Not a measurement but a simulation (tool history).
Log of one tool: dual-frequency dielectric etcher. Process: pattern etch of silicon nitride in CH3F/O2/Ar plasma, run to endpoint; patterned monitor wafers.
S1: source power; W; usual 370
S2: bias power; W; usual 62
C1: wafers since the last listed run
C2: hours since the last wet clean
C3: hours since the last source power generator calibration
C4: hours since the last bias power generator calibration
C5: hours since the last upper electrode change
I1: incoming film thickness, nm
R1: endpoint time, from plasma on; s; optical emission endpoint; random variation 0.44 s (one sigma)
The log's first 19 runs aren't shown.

-- hour=979.0 source power generator calibrated
run 20 hour=991.0 | S1=290 S2=54 | C1=283 C2=296.3 C3=12.0 C4=452.0 C5=599.8 | I1=45.27 | R1=84.5
run 21 hour=1027.6 | S1=320 S2=76 | C1=290 C2=332.9 C3=48.6 C4=488.6 C5=636.4 | I1=45.15 | R1=59.6
run 22 hour=1056.8 | S1=300 S2=74 | C1=232 C2=362.1 C3=77.8 C4=517.8 C5=665.6 | I1=45.41 | R1=64.5
run 23 hour=1082.3 | S1=320 S2=55 | C1=202 C2=387.6 C3=103.3 C4=543.3 C5=691.1 | I1=45.60 | R1=77.2
run 24 hour=1124.0 | S1=370 S2=62 | C1=331 C2=429.3 C3=145.0 C4=585.0 C5=732.8 | I1=45.45 | R1=62.9
-- hour=1164.7 wet clean of the chamber
run 25 hour=1187.2 | S1=350 S2=76 | C1=311 C2=22.5 C3=208.2 C4=648.2 C5=796.0 | I1=45.30 | R1=56.8
run 26 hour=1222.0 | S1=320 S2=73 | C1=276 C2=57.3 C3=243.0 C4=683.0 C5=830.8 | I1=45.37 | R1=61.3
run 27 hour=1260.8 | S1=370 S2=53 | C1=308 C2=96.1 C3=281.8 C4=721.8 C5=869.6 | I1=46.05 | R1=72.5
run 28 hour=1331.7 | S1=330 S2=69 | C1=563 C2=167.0 C3=352.7 C4=792.7 C5=940.5 | I1=45.57 | R1=62.8
run 29 hour=1402.9 | S1=330 S2=76 | C1=565 C2=238.2 C3=423.9 C4=863.9 C5=1011.7 | I1=45.53 | R1=58.7
run 30 hour=1454.8 | S1=350 S2=71 | C1=412 C2=290.1 C3=475.8 C4=915.8 C5=1063.6 | I1=45.68 | R1=59.9
run 31 hour=1511.5 | S1=370 S2=62 | C1=450 C2=346.8 C3=532.5 C4=972.5 C5=1120.3 | I1=45.32 | R1=62.4
run 32 hour=1541.2 | S1=320 S2=49 | C1=236 C2=376.5 C3=562.2 C4=1002.2 C5=1150.0 | I1=45.50 | R1=84.0
run 33 hour=1608.6 | S1=400 S2=47 | C1=535 C2=443.9 C3=629.6 C4=1069.6 C5=1217.4 | I1=45.12 | R1=73.7
-- hour=1632.9 wet clean of the chamber
run 34 hour=1663.6 | S1=370 S2=62 | C1=246 C2=30.7 C3=684.6 C4=1124.6 C5=1272.4 | I1=45.56 | R1=63.4

Forecast each of these 5 alternatives for the next run:
run A hour=1664.0 | S1=370 S2=62 | C1=3 C2=31.1 C3=685.0 C4=1125.0 C5=1272.8 | I1=45.11 | R1=?
run B hour=1664.0 | S1=450 S2=66 | C1=3 C2=31.1 C3=685.0 C4=1125.0 C5=1272.8 | I1=45.11 | R1=?
run C hour=1664.0 | S1=450 S2=48 | C1=3 C2=31.1 C3=685.0 C4=1125.0 C5=1272.8 | I1=45.11 | R1=?
run D hour=1664.0 | S1=410 S2=73 | C1=3 C2=31.1 C3=685.0 C4=1125.0 C5=1272.8 | I1=45.11 | R1=?
run E hour=1664.0 | S1=370 S2=69 | C1=3 C2=31.1 C3=685.0 C4=1125.0 C5=1272.8 | I1=45.11 | R1=?

run=A R1=62.2
run=B R1=52.8
run=C R1=67.6
run=D R1=52.1
run=E R1=57.6
Without the tool's hidden state the same runs would have given:
run=A R1=64.3
run=B R1=54.7
run=C R1=69.5
run=D R1=54.0
run=E R1=59.7
